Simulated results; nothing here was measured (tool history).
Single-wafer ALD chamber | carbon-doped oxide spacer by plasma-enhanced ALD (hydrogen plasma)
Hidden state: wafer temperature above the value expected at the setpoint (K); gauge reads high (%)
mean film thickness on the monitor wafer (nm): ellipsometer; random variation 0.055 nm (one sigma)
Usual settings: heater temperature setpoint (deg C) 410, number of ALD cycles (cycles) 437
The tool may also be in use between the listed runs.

| run | hour | heater temperature setpoint (deg C) | number of ALD cycles (cycles) | wafers since the last listed run | hours since the last thermocouple change | hours since the gauge calibration | read-back reference wafer on the same gauge, thickness_nm | mean film thickness on the monitor wafer (nm) |
|---|---|---|---|---|---|---|---|---|
| 1 | 0.0 | 410 | 437 | 0 | 1092.9 | 48.5 | 22.692 | 21.712 |
| 2 | 76.5 | 410 | 437 | 48 | 1169.4 | 125.0 | 22.687 | 21.655 |
| 3 | 166.4 | 410 | 437 | 57 | 1259.3 | 214.9 | 22.713 | 21.563 |
| 4 | 249.1 | 410 | 437 | 52 | 1342.0 | 297.6 | 22.697 | 21.671 |
| 5 | 328.2 | 410 | 437 | 50 | 1421.1 | 376.7 | 22.707 | 21.686 |
|  | 403.7 | thermocouple changed; heater temperature recalibrated |
| 6 | 404.2 | 410 | 437 | 43 | 0.5 | 452.7 | 22.722 | 21.905 |
| 7 | 490.9 | 410 | 437 | 55 | 87.2 | 539.4 | 22.693 | 22.012 |
| 8 | 560.8 | 410 | 437 | 44 | 157.1 | 609.3 | 22.705 | 21.953 |
| 9 | 658.7 | 410 | 437 | 62 | 255.0 | 707.2 | 22.695 | 21.989 |
| 10 | 707.2 | 410 | 437 | 30 | 303.5 | 755.7 | 22.717 | 22.021 |
| 11 | 870.1 | 410 | 437 | 103 | 466.4 | 918.6 | 22.702 | 21.952 |
| 12 | 947.8 | 410 | 437 | 49 | 544.1 | 996.3 | 22.713 | 21.938 |
| 13 | 1012.2 | 410 | 437 | 41 | 608.5 | 1060.7 | 22.689 | 21.875 |
| 14 | 1118.6 | 410 | 437 | 67 | 714.9 | 1167.1 | 22.715 | 21.867 |
| 15 | 1156.2 | 410 | 437 | 23 | 752.5 | 1204.7 | 22.688 | 21.910 |
| 16 | 1198.9 | 410 | 437 | 27 | 795.2 | 1247.4 | 22.685 | 21.901 |
| 17 | 1257.4 | 410 | 437 | 37 | 853.7 | 1305.9 | 22.737 | 21.840 |
| 18 | 1319.1 | 410 | 437 | 39 | 915.4 | 1367.6 | 22.701 | 21.814 |
| 19 | 1407.4 | 410 | 437 | 56 | 1003.7 | 1455.9 | 22.684 | 21.773 |
|  | 1475.7 | gauge calibrated |
| 20 | 1628.6 | 424 | 505 | 140 | 1224.9 | 152.9 | 22.668 | 24.243 |
| 21 | 1668.0 | 410 | 437 | 25 | 1264.3 | 192.3 | 22.694 | 21.778 |
| 22 | 1709.1 | 410 | 437 | 26 | 1305.4 | 233.4 | 22.697 | 21.646 |
| 23 | 1780.9 | 416 | 371 | 45 | 1377.2 | 305.2 | 22.692 | 18.086 |
| 24 | 1832.5 | 403 | 361 | 32 | 1428.8 | 356.8 | 22.691 | 18.248 |
| 25 | 1896.3 | 404 | 357 | 40 | 1492.6 | 420.6 | 22.727 | 17.908 |
|  | 1904.6 | thermocouple changed; heater temperature recalibrated |
| 26 | 1945.9 | 410 | 437 | 26 | 41.3 | 470.2 | 22.710 | 21.944 |
| 27 | 2043.2 | 410 | 437 | 62 | 138.6 | 567.5 | 22.706 | 22.034 |
| 28 | 2088.1 | 419 | 469 | 28 | 183.5 | 612.4 | 22.708 | 23.018 |
| 29 | 2172.3 | 415 | 402 | 53 | 267.7 | 696.6 | 22.694 | 19.993 |
| 30 | 2237.0 | 424 | 437 | 41 | 332.4 | 761.3 | 22.711 | 21.184 |
| 31 | 2290.2 | 402 | 397 | 33 | 385.6 | 814.5 | 22.705 | 20.372 |
| 32 | 2396.5 | 410 | 437 | 67 | 491.9 | 920.8 | 22.703 | 21.953 |
| 33 | 2458.8 | 425 | 359 | 39 | 554.2 | 983.1 | 22.700 | 17.314 |
| 34 | 2562.0 | 397 | 437 | 65 | 657.4 | 1086.3 | 22.693 | 22.738 |
| 35 | 2667.3 | 410 | 437 | 67 | 762.7 | 1191.6 | 22.669 | 22.017 |
| 36 | 2832.4 | 410 | 437 | 105 | 927.8 | 1356.7 | 22.674 | 21.894 |
| 37 | 2898.2 | 419 | 478 | 41 | 993.6 | 1422.5 | 22.701 | 23.359 |
| 38 | 2955.3 | 410 | 437 | 36 | 1050.7 | 1479.6 | 22.686 | 21.772 |
| 39 | 3050.9 | 410 | 513 | 60 | 1146.3 | 1575.2 | 22.712 | 25.616 |

How the hidden state differs across the entries between the runs, from the last listed run before each to the first after it:
Between runs 5 and 6: thermocouple changed; heater temperature recalibrated (hour 403.7)
  wafer temperature above the value expected at the setpoint (K): 6.27 -> 0.121
  measured less the result without the state, mean film thickness on the monitor wafer (nm): -0.376 -> -0.007
Between runs 19 and 20: gauge calibrated (hour 1475.7)
  wafer temperature above the value expected at the setpoint (K): 2.82 -> 4.15
  measured less the result without the state, mean film thickness on the monitor wafer (nm): -0.169 -> -0.287
Between runs 25 and 26: thermocouple changed; heater temperature recalibrated (hour 1904.6)
  wafer temperature above the value expected at the setpoint (K): 6.1 -> -0.0746
  measured less the result without the state, mean film thickness on the monitor wafer (nm): -0.297 -> +0.005
